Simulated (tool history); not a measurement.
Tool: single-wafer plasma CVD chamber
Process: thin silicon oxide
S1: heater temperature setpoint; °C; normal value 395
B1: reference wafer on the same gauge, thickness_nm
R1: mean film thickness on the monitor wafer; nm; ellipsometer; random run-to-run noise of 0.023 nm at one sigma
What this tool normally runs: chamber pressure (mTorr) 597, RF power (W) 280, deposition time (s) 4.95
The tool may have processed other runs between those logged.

Run 1, hour 0.0: usual settings; B1 7.157. Result: R1 6.496 nm.
Run 2, hour 58.2: usual settings; B1 7.169. Result: R1 6.493 nm.
Run 3, hour 90.2: usual settings; B1 7.157. Result: R1 6.514 nm.
Run 4, hour 128.6: usual settings; B1 7.158. Result: R1 6.494 nm.
Run 5, hour 187.6: usual settings; B1 7.155. Result: R1 6.519 nm.
Run 6, hour 232.8: usual settings; B1 7.155. Result: R1 6.481 nm.
Run 7, hour 295.3: usual settings; B1 7.153. Result: R1 6.485 nm.
Run 8, hour 344.5: usual settings; B1 7.160. Result: R1 6.461 nm.
Run 9, hour 394.3: usual settings; B1 7.166. Result: R1 6.420 nm.
Run 10, hour 436.3: usual settings but deposition time (s) 4.57; B1 7.155. Result: R1 5.972 nm.
At hour 448.3: gauge calibrated.
Run 11, hour 466.9: usual settings; B1 7.170. Result: R1 6.449 nm.
At hour 490.5: RF generator calibrated.
Run 12, hour 500.3: usual settings; B1 7.155. Result: R1 6.459 nm.
Run 13, hour 569.9: usual settings; B1 7.160. Result: R1 6.469 nm.
Run 14, hour 597.9: usual settings; B1 7.164. Result: R1 6.444 nm.
At hour 612.3: showerhead replaced, of another model than before.
At hour 659.7: thermocouple changed; heater temperature recalibrated.
Run 15, hour 667.6: usual settings but S1 401 °C, chamber pressure (mTorr) 723, RF power (W) 230; B1 7.157. Result: R1 6.462 nm.
Run 16, hour 738.8: usual settings but S1 388 °C, chamber pressure (mTorr) 667; B1 7.159. Result: R1 6.705 nm.
Run 17, hour 789.0: usual settings but RF power (W) 320; B1 7.164. Result: R1 6.762 nm.
Run 18, hour 835.9: usual settings but chamber pressure (mTorr) 716; B1 7.154. Result: R1 6.823 nm.
Run 19, hour 867.9: usual settings but chamber pressure (mTorr) 648, deposition time (s) 5.80; B1 7.158. Result: R1 7.777 nm.
At hour 922.0: capacitance manometer re-zeroed and calibrated.
Run 20, hour 922.5: usual settings but S1 401 °C, deposition time (s) 5.75; B1 7.158. Result: R1 7.636 nm.
Run 21, hour 980.4: usual settings but RF power (W) 260; B1 7.166. Result: R1 6.464 nm.
Run 22, hour 1051.9: usual settings but chamber pressure (mTorr) 492; B1 7.161. Result: R1 6.233 nm.
Run 23, hour 1118.2: usual settings; B1 7.160. Result: R1 6.628 nm.
Run 24, hour 1189.0: usual settings; B1 7.164. Result: R1 6.607 nm.
Run 25, hour 1246.5: usual settings but RF power (W) 250, deposition time (s) 4.24; B1 7.160. Result: R1 5.478 nm.
Run 26, hour 1374.8: usual settings; B1 7.155. Result: R1 6.591 nm.
At hour 1397.4: RF generator calibrated.
Run 27, hour 1440.9: usual settings but deposition time (s) 5.31; B1 7.174. Result: R1 7.017 nm.

Consider 5 possible next runs. They are alternatives, not a sequence: every one starts from the tool as it was left by run 27. What does each give?
Run A, hour 1441.3: usual settings; B1 ?. Result: R1 ?.
Run B, hour 1441.3: usual settings but chamber pressure (mTorr) 682; B1 ?. Result: R1 ?.
Run C, hour 1441.3: usual settings but S1 404 °C, RF power (W) 310; B1 ?. Result: R1 ?.
Run D, hour 1441.3: usual settings but S1 400 °C, chamber pressure (mTorr) 450, RF power (W) 295, deposition time (s) 3.98; B1 ?. Result: R1 ?.
Run E, hour 1441.3: usual settings but S1 380 °C, chamber pressure (mTorr) 734, RF power (W) 250, deposition time (s) 4.01; B1 ?. Result: R1 ?.

run     B1     R1
  A  7.157  6.582
  B  7.157  6.853
  C  7.157  6.760
  D  7.157  4.977
  E  7.157  5.537
Take away the tool's hidden state, keep each run's random variation, and the runs would have read:
run     R1
  A  6.587
  B  6.859
  C  6.765
  D  4.981
  E  5.541

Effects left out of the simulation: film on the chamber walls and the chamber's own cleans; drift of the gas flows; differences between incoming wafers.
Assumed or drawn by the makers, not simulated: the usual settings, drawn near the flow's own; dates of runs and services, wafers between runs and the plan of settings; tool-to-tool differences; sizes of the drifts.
